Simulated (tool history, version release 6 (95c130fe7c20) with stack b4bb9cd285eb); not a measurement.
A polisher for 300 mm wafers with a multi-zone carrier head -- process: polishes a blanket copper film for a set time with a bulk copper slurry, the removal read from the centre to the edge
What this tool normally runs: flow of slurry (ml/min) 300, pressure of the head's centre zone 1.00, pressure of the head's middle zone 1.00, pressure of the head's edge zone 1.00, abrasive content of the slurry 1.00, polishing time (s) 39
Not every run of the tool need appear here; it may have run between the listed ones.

run,day,flow of slurry (ml/min),pressure of the head's centre zone,pressure of the head's middle zone,pressure of the head's edge zone,abrasive content of the slurry,polishing time (s),"incoming thickness of the incoming film, nm",film removed at the wafer's centre (nm),film removed at mid-radius (nm),film removed at the wafer's edge (nm)
1,0.000,300,1.00,1.00,1.00,1.00,39,3173.2,217.6,214.7,213.1
2,2.112,300,1.00,1.00,1.00,1.00,39,3165.5,220.6,216.8,216.6
3,5.650,300,1.00,1.00,1.00,1.00,39,3136.5,219.5,217.5,214.7
4,8.950,300,1.00,1.00,1.00,1.00,39,3132.0,220.4,215.5,214.1
# day 10.488: worn pad replaced by a new one
5,11.479,300,1.00,1.00,1.08,1.00,31,3145.5,175.2,171.8,177.1
# day 11.875: slurry nozzle cleaned
6,14.688,300,1.00,1.00,1.08,1.00,31,3202.2,179.6,169.2,174.5
7,16.425,300,1.00,1.00,0.93,0.90,39,3114.2,215.7,206.3,200.9
8,18.446,300,1.00,1.00,0.93,0.90,39,3138.7,218.6,207.7,200.4
# day 21.750: carrier head's membrane replaced by a new one
# day 23.038: worn pad replaced by a new one
# day 25.883: edge zone pressure recalibrated
# day 30.396: centre zone pressure recalibrated
9,30.646,300,0.89,1.00,1.00,0.90,39,3207.8,183.0,208.3,200.8
# day 32.796: worn pad replaced by a new one
10,33.075,240,0.90,0.92,1.00,1.00,39,3158.4,190.1,200.1,217.4
11,35.504,300,0.92,1.00,1.05,1.00,39,3183.1,195.6,217.3,222.3
12,38.329,300,1.00,1.00,1.00,0.70,39,3146.8,186.9,187.1,188.4
13,41.033,300,1.00,1.00,1.00,1.00,39,3164.5,213.9,215.4,211.6
# day 42.604: worn pad replaced by a new one
# day 44.646: slurry nozzle cleaned
14,45.446,300,1.00,1.06,0.95,1.00,44,3140.2,245.4,251.7,227.4
15,49.408,300,1.00,1.00,1.00,1.00,39,3141.4,219.5,217.6,214.0
# day 53.933: worn pad replaced by a new one
16,53.954,300,1.00,1.00,1.00,1.00,39,3167.1,221.3,211.5,215.2
17,55.871,300,1.00,1.00,1.12,1.00,49,3146.5,277.4,272.3,280.0

List, for all runs, the conditions of the tool that the log does not record:
removal rate lost through wear of the pad, %: 0 at every run
slurry flow missing at the pad, %: 0 at every run
deviation of the edge zone's pressure from its setpoint, %: 0 at every run
H1: deviation of the centre zone's pressure from its setpoint, %
run,H1
1,1.54
2,1.99
3,2.84
4,3.73
5,4.48
6,5.52
7,6.12
8,6.85
9,0.638
10,0.67
11,0.756
12,0.923
13,1.15
14,1.66
15,2.28
16,3.15
17,3.58

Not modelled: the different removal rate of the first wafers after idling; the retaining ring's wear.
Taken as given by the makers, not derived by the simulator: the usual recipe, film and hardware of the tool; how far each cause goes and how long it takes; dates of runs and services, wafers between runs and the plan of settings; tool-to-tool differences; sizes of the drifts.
